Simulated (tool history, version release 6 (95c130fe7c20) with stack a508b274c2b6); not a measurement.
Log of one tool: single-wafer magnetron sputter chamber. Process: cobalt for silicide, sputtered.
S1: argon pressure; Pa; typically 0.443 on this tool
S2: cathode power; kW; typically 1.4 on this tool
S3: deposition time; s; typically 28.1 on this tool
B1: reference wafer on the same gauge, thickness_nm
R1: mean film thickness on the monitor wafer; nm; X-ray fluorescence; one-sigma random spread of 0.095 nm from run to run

Run 1, day 0: usual settings but S2 1.25 kW; B1 18.601. Result: R1 18.546 nm.
Run 2, day 1.521: usual settings but S2 1.25 kW; B1 18.615. Result: R1 18.638 nm.
Run 3, day 2.629: usual settings; B1 18.597. Result: R1 20.56 nm.
Run 4, day 4.421: usual settings; B1 18.598. Result: R1 20.456 nm.
Run 5, day 5.662: usual settings; B1 18.586. Result: R1 20.579 nm.
Run 6, day 7.658: usual settings; B1 18.61. Result: R1 20.751 nm.
Run 7, day 8.904: usual settings; B1 18.593. Result: R1 20.515 nm.
At day 11.05: sputter target and shields replaced.
Run 8, day 11.071: usual settings; B1 18.632. Result: R1 20.508 nm.
Run 9, day 11.942: usual settings; B1 18.595. Result: R1 20.589 nm.
Run 10, day 13.654: usual settings; B1 18.571. Result: R1 20.67 nm.
Run 11, day 14.938: usual settings; B1 18.588. Result: R1 20.48 nm.
Run 12, day 17.075: usual settings; B1 18.616. Result: R1 20.573 nm.
Run 13, day 19.508: usual settings; B1 18.579. Result: R1 20.708 nm.
At day 22: sputter target and shields replaced.
Run 14, day 22.012: usual settings; B1 18.586. Result: R1 20.693 nm.
At day 23.296: magnet pack replaced.
Run 15, day 27.429: usual settings but S1 0.558 Pa, S2 1.15 kW, S3 26.1 s; B1 18.588. Result: R1 15.828 nm.
At day 27.954: capacitance manometer re-zeroed and calibrated.
At day 33.7: sputter target and shields replaced.
Run 16, day 34.725: usual settings but S1 0.573 Pa, S3 31.1 s; B1 18.601. Result: R1 21.132 nm.
Run 17, day 37.217: usual settings but S1 0.565 Pa, S2 1.55 kW, S3 23.1 s; B1 18.57. Result: R1 17.32 nm.
Run 18, day 38.958: usual settings but S1 0.373 Pa, S3 24.2 s; B1 18.598. Result: R1 17.775 nm.
Run 19, day 41.446: usual settings; B1 18.621. Result: R1 20.061 nm.
At day 42.992: gauge calibrated.
Run 20, day 43.738: usual settings but S1 0.313 Pa, S2 1.5 kW; B1 18.605. Result: R1 22.697 nm.
Run 21, day 45.942: usual settings but S1 0.313 Pa, S2 1.3 kW, S3 24.5 s; B1 18.591. Result: R1 17.403 nm.
At day 46.312: sputter target and shields replaced.
Run 22, day 47.754: usual settings; B1 18.594. Result: R1 20.087 nm.
Run 23, day 49.512: usual settings but S3 23.8 s; B1 18.602. Result: R1 17.077 nm.
Run 24, day 50.612: usual settings but S2 1.6 kW, S3 30.6 s; B1 18.599. Result: R1 24.51 nm.
Run 25, day 51.958: usual settings; B1 18.592. Result: R1 20.187 nm.
Run 26, day 54.792: usual settings but S1 0.294 Pa, S2 1.6 kW, S3 31.2 s; B1 18.596. Result: R1 26.875 nm.
At day 56.338: sputter target and shields replaced.
Run 27, day 56.375: usual settings; B1 18.589. Result: R1 20.121 nm.

Each row is a separate what-if for the run after 27, all from the same tool condition, not one after another. Results?
Run A, day 56.392: usual settings but S3 25.7 s; B1 ?. Result: R1 ?.
Run B, day 56.392: usual settings but S2 1.5 kW, S3 30.3 s; B1 ?. Result: R1 ?.
Run C, day 56.392: usual settings but S1 0.309 Pa, S2 1.7 kW, S3 33.7 s; B1 ?. Result: R1 ?.
Run D, day 56.392: usual settings but S1 0.601 Pa, S3 33.3 s; B1 ?. Result: R1 ?.
Run E, day 56.392: usual settings but S1 0.562 Pa, S2 1.15 kW, S3 22.6 s; B1 ?. Result: R1 ?.

run      B1      R1
  A  18.598  18.442
  B  18.598  23.062
  C  18.598  30.115
  D  18.598  22.498
  E  18.598  13.145
With the hidden condition removed and each run's random variation left untouched, the same runs would have given:
run      R1
  A  18.431
  B  23.049
  C  30.105
  D   22.48
  E  13.135
